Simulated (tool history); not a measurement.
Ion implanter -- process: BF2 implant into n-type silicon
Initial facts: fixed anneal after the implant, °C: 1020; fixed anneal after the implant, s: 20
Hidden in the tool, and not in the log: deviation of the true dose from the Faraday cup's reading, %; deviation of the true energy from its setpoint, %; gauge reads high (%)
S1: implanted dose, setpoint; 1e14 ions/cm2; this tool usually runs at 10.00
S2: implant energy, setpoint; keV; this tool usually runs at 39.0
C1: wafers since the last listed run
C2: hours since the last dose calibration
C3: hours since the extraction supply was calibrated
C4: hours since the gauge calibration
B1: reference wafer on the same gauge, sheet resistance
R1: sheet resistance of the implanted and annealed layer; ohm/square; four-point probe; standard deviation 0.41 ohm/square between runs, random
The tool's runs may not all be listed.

run 1 hour=0.0 | S1=10.79 S2=31.5 | C1=0 C2=1948.2 C3=3086.8 C4=590.5 | B1=178.99 | R1=153.66
run 2 hour=29.2 | S1=10.00 S2=39.0 | C1=709 C2=1977.4 C3=3116.0 C4=619.7 | B1=178.92 | R1=149.59
run 3 hour=65.1 | S1=12.06 S2=39.0 | C1=872 C2=2013.3 C3=3151.9 C4=655.6 | B1=179.01 | R1=135.65
run 4 hour=91.5 | S1=12.06 S2=39.0 | C1=641 C2=2039.7 C3=3178.3 C4=682.0 | B1=179.04 | R1=135.70
run 5 hour=104.9 | S1=10.00 S2=39.0 | C1=325 C2=2053.1 C3=3191.7 C4=695.4 | B1=178.98 | R1=149.96
run 6 hour=135.0 | S1=10.00 S2=39.0 | C1=731 C2=2083.2 C3=3221.8 C4=725.5 | B1=179.02 | R1=150.81
run 7 hour=147.0 | S1=10.00 S2=44.0 | C1=291 C2=2095.2 C3=3233.8 C4=737.5 | B1=178.98 | R1=145.36
run 8 hour=181.1 | S1=10.00 S2=44.0 | C1=828 C2=2129.3 C3=3267.9 C4=771.6 | B1=178.98 | R1=145.97
run 9 hour=204.9 | S1=11.85 S2=31.0 | C1=578 C2=2153.1 C3=3291.7 C4=795.4 | B1=179.02 | R1=147.73
run 10 hour=235.6 | S1=9.23 S2=46.0 | C1=746 C2=2183.8 C3=3322.4 C4=826.1 | B1=179.00 | R1=152.10
run 11 hour=270.9 | S1=9.23 S2=46.0 | C1=858 C2=2219.1 C3=3357.7 C4=861.4 | B1=179.05 | R1=151.80
run 12 hour=311.0 | S1=9.23 S2=46.0 | C1=974 C2=2259.2 C3=3397.8 C4=901.5 | B1=179.01 | R1=151.33
-- hour=311.6 gauge calibrated
run 13 hour=324.3 | S1=10.00 S2=30.0 | C1=323 C2=2272.5 C3=3411.1 C4=12.7 | B1=179.07 | R1=162.18
run 14 hour=353.1 | S1=10.00 S2=30.0 | C1=700 C2=2301.3 C3=3439.9 C4=41.5 | B1=179.00 | R1=161.40
run 15 hour=383.0 | S1=10.00 S2=46.5 | C1=726 C2=2331.2 C3=3469.8 C4=71.4 | B1=178.98 | R1=143.60
run 16 hour=404.4 | S1=8.21 S2=39.0 | C1=520 C2=2352.6 C3=3491.2 C4=92.8 | B1=178.97 | R1=170.56
run 17 hour=423.6 | S1=12.79 S2=29.5 | C1=466 C2=2371.8 C3=3510.4 C4=112.0 | B1=178.98 | R1=146.54
run 18 hour=456.4 | S1=10.00 S2=45.5 | C1=797 C2=2404.6 C3=3543.2 C4=144.8 | B1=179.05 | R1=143.62
run 19 hour=484.9 | S1=10.00 S2=39.0 | C1=692 C2=2433.1 C3=3571.7 C4=173.3 | B1=178.99 | R1=149.89
run 20 hour=514.6 | S1=8.51 S2=39.0 | C1=721 C2=2462.8 C3=3601.4 C4=203.0 | B1=178.96 | R1=166.14
run 21 hour=532.7 | S1=8.21 S2=32.5 | C1=439 C2=2480.9 C3=3619.5 C4=221.1 | B1=179.02 | R1=177.70
run 22 hour=550.9 | S1=10.00 S2=39.0 | C1=442 C2=2499.1 C3=3637.7 C4=239.3 | B1=179.00 | R1=150.26
run 23 hour=564.9 | S1=7.35 S2=28.5 | C1=340 C2=2513.1 C3=3651.7 C4=253.3 | B1=179.01 | R1=198.81
run 24 hour=580.4 | S1=12.87 S2=30.5 | C1=376 C2=2528.6 C3=3667.2 C4=268.8 | B1=178.96 | R1=144.61
run 25 hour=594.8 | S1=10.00 S2=52.5 | C1=350 C2=2543.0 C3=3681.6 C4=283.2 | B1=179.05 | R1=140.19
-- hour=627.3 Faraday cup replaced and dose calibrated
run 26 hour=627.8 | S1=10.89 S2=43.0 | C1=607 C2=0.5 C3=3714.6 C4=316.2 | B1=178.94 | R1=138.51
-- hour=654.4 extraction supply calibrated
run 27 hour=655.0 | S1=8.82 S2=39.0 | C1=466 C2=27.7 C3=0.6 C4=343.4 | B1=179.00 | R1=162.44
run 28 hour=688.6 | S1=10.00 S2=39.0 | C1=816 C2=61.3 C3=34.2 C4=377.0 | B1=179.03 | R1=149.77
run 29 hour=771.7 | S1=11.38 S2=47.0 | C1=2020 C2=144.4 C3=117.3 C4=460.1 | B1=179.01 | R1=132.23
run 30 hour=794.4 | S1=12.54 S2=43.5 | C1=551 C2=167.1 C3=140.0 C4=482.8 | B1=179.00 | R1=127.93
run 31 hour=874.9 | S1=10.00 S2=39.0 | C1=1956 C2=247.6 C3=220.5 C4=563.3 | B1=179.05 | R1=149.87
run 32 hour=910.0 | S1=10.83 S2=39.0 | C1=853 C2=282.7 C3=255.6 C4=598.4 | B1=179.02 | R1=142.81
run 33 hour=925.4 | S1=10.00 S2=39.0 | C1=374 C2=298.1 C3=271.0 C4=613.8 | B1=179.06 | R1=149.93
run 34 hour=949.1 | S1=10.00 S2=39.0 | C1=576 C2=321.8 C3=294.7 C4=637.5 | B1=179.04 | R1=149.84
run 35 hour=975.8 | S1=10.00 S2=50.5 | C1=649 C2=348.5 C3=321.4 C4=664.2 | B1=179.13 | R1=140.61
run 36 hour=996.6 | S1=9.15 S2=32.5 | C1=505 C2=369.3 C3=342.2 C4=685.0 | B1=179.01 | R1=166.45
run 37 hour=1012.8 | S1=10.00 S2=30.0 | C1=393 C2=385.5 C3=358.4 C4=701.2 | B1=178.96 | R1=162.02
run 38 hour=1025.9 | S1=12.21 S2=28.5 | C1=318 C2=398.6 C3=371.5 C4=714.3 | B1=178.94 | R1=151.67

Forecast each of these 3 alternatives for the next run:
run A hour=1026.3 | S1=12.68 S2=39.0 | C1=9 C2=399.0 C3=371.9 C4=714.7 | B1=? | R1=?
run B hour=1026.3 | S1=8.16 S2=34.0 | C1=9 C2=399.0 C3=371.9 C4=714.7 | B1=? | R1=?
run C hour=1026.3 | S1=7.47 S2=31.5 | C1=9 C2=399.0 C3=371.9 C4=714.7 | B1=? | R1=?

run=A B1=179.11 R1=133.50
run=B B1=179.11 R1=178.06
run=C B1=179.11 R1=192.64
Had the tool no hidden state, the same runs would have come out as:
run=A R1=133.50
run=B R1=178.06
run=C R1=192.64
